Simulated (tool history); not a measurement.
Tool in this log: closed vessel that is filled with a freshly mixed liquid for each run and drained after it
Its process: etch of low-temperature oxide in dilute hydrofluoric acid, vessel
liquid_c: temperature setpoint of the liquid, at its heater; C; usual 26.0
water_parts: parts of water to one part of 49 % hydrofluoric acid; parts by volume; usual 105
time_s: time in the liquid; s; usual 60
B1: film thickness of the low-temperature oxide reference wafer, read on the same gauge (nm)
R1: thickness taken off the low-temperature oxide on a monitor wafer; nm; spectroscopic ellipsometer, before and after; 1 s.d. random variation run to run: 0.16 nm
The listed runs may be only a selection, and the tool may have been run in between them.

{"run": 1, "day": 0.0, "liquid_c": 27.0, "water_parts": 105, "time_s": 60, "B1": 110.06, "R1": 25.51}
{"run": 2, "day": 0.254, "liquid_c": 27.0, "water_parts": 105, "time_s": 60, "B1": 110.01, "R1": 25.97}
{"run": 3, "day": 0.512, "liquid_c": 26.0, "water_parts": 130, "time_s": 85, "B1": 110.0, "R1": 27.69}
{"run": 4, "day": 1.242, "liquid_c": 24.5, "water_parts": 130, "time_s": 60, "B1": 109.99, "R1": 18.18}
{"run": 5, "day": 1.662, "liquid_c": 24.5, "water_parts": 130, "time_s": 60, "B1": 110.01, "R1": 18.46}
{"run": 6, "day": 2.396, "liquid_c": 24.5, "water_parts": 130, "time_s": 60, "B1": 109.97, "R1": 18.39}
{"run": 7, "day": 2.896, "liquid_c": 26.0, "water_parts": 80, "time_s": 60, "B1": 110.02, "R1": 33.16}
{"day": 3.529, "done": "gauge calibrated"}
{"run": 8, "day": 3.558, "liquid_c": 26.0, "water_parts": 80, "time_s": 60, "B1": 109.95, "R1": 33.78}
{"run": 9, "day": 3.842, "liquid_c": 26.0, "water_parts": 130, "time_s": 35, "B1": 110.0, "R1": 11.31}
{"run": 10, "day": 4.496, "liquid_c": 26.0, "water_parts": 105, "time_s": 60, "B1": 109.98, "R1": 24.92}
{"run": 11, "day": 5.054, "liquid_c": 26.0, "water_parts": 105, "time_s": 60, "B1": 109.99, "R1": 24.86}
{"run": 12, "day": 5.342, "liquid_c": 24.0, "water_parts": 70, "time_s": 60, "B1": 110.03, "R1": 36.48}
{"run": 13, "day": 5.779, "liquid_c": 21.5, "water_parts": 90, "time_s": 45, "B1": 110.02, "R1": 18.5}
{"run": 14, "day": 6.296, "liquid_c": 23.0, "water_parts": 105, "time_s": 60, "B1": 109.99, "R1": 22.12}
{"run": 15, "day": 6.912, "liquid_c": 24.5, "water_parts": 70, "time_s": 30, "B1": 110.04, "R1": 18.39}
{"day": 7.121, "done": "thermometer replaced"}
{"day": 7.383, "done": "hydrofluoric acid flow meter replaced"}
{"run": 16, "day": 7.492, "liquid_c": 26.0, "water_parts": 105, "time_s": 60, "B1": 110.02, "R1": 26.34}
{"run": 17, "day": 8.067, "liquid_c": 26.0, "water_parts": 105, "time_s": 60, "B1": 110.0, "R1": 26.55}
{"run": 18, "day": 8.692, "liquid_c": 21.5, "water_parts": 105, "time_s": 60, "B1": 110.02, "R1": 22.39}
{"run": 19, "day": 8.992, "liquid_c": 26.0, "water_parts": 70, "time_s": 60, "B1": 109.99, "R1": 41.93}
{"run": 20, "day": 9.342, "liquid_c": 26.0, "water_parts": 105, "time_s": 60, "B1": 109.99, "R1": 26.6}
{"run": 21, "day": 9.954, "liquid_c": 26.0, "water_parts": 90, "time_s": 60, "B1": 110.01, "R1": 31.62}
{"run": 22, "day": 10.529, "liquid_c": 26.0, "water_parts": 105, "time_s": 35, "B1": 110.02, "R1": 15.48}
{"run": 23, "day": 10.912, "liquid_c": 24.0, "water_parts": 140, "time_s": 40, "B1": 109.99, "R1": 12.03}
{"run": 24, "day": 11.196, "liquid_c": 26.0, "water_parts": 105, "time_s": 60, "B1": 110.0, "R1": 26.71}
{"run": 25, "day": 11.571, "liquid_c": 30.0, "water_parts": 105, "time_s": 60, "B1": 109.99, "R1": 31.12}
{"day": 12.075, "done": "hydrofluoric acid flow meter replaced, repeated, since the last time left the tool worse"}
{"run": 26, "day": 12.096, "liquid_c": 26.0, "water_parts": 105, "time_s": 60, "B1": 109.98, "R1": 23.1}
{"run": 27, "day": 12.592, "liquid_c": 26.0, "water_parts": 105, "time_s": 60, "B1": 110.04, "R1": 23.17}
{"run": 28, "day": 12.938, "liquid_c": 24.5, "water_parts": 105, "time_s": 60, "B1": 109.99, "R1": 21.92}
{"run": 29, "day": 13.346, "liquid_c": 22.5, "water_parts": 65, "time_s": 60, "B1": 109.99, "R1": 34.27}
{"run": 30, "day": 13.979, "liquid_c": 30.0, "water_parts": 65, "time_s": 85, "B1": 109.99, "R1": 65.29}
{"run": 31, "day": 14.638, "liquid_c": 26.0, "water_parts": 105, "time_s": 60, "B1": 109.99, "R1": 23.18}

Hidden state or all else? Some run-to-run changes of R1, split into what the settings, what came in and random variation would give without the hidden state, and what is left for the hidden state (with any gauge scatter that isn't in both results):
What the log doesn't record here: liquid colder than its thermometer reads (K); hydrofluoric acid flow above the setpoint (%); gauge reads high (%).
Run 8 -> 9: water_parts 80 -> 130, time_s 60 -> 35. R1 -22.47 nm: hidden state -1.70, all else -20.77.
Run 15 -> 16: liquid_c 24.5 -> 26.0, water_parts 70 -> 105, time_s 30 -> 60, thermometer replaced, hydrofluoric acid flow meter replaced. R1 +7.95 nm: hidden state +2.35, all else +5.60.
Run 18 -> 19: liquid_c 21.5 -> 26.0, water_parts 105 -> 70. R1 +19.54 nm: hidden state +2.73, all else +16.81.
Run 25 -> 26: liquid_c 30.0 -> 26.0, hydrofluoric acid flow meter replaced, repeated, since the last time left the tool worse. R1 -8.02 nm: hidden state -4.37, all else -3.65.
Run 29 -> 30: liquid_c 22.5 -> 30.0, time_s 60 -> 85. R1 +31.02 nm: hidden state +0.57, all else +30.45.
Run 30 -> 31: liquid_c 30.0 -> 26.0, water_parts 65 -> 105, time_s 85 -> 60. R1 -42.11 nm: hidden state -0.68, all else -41.43.

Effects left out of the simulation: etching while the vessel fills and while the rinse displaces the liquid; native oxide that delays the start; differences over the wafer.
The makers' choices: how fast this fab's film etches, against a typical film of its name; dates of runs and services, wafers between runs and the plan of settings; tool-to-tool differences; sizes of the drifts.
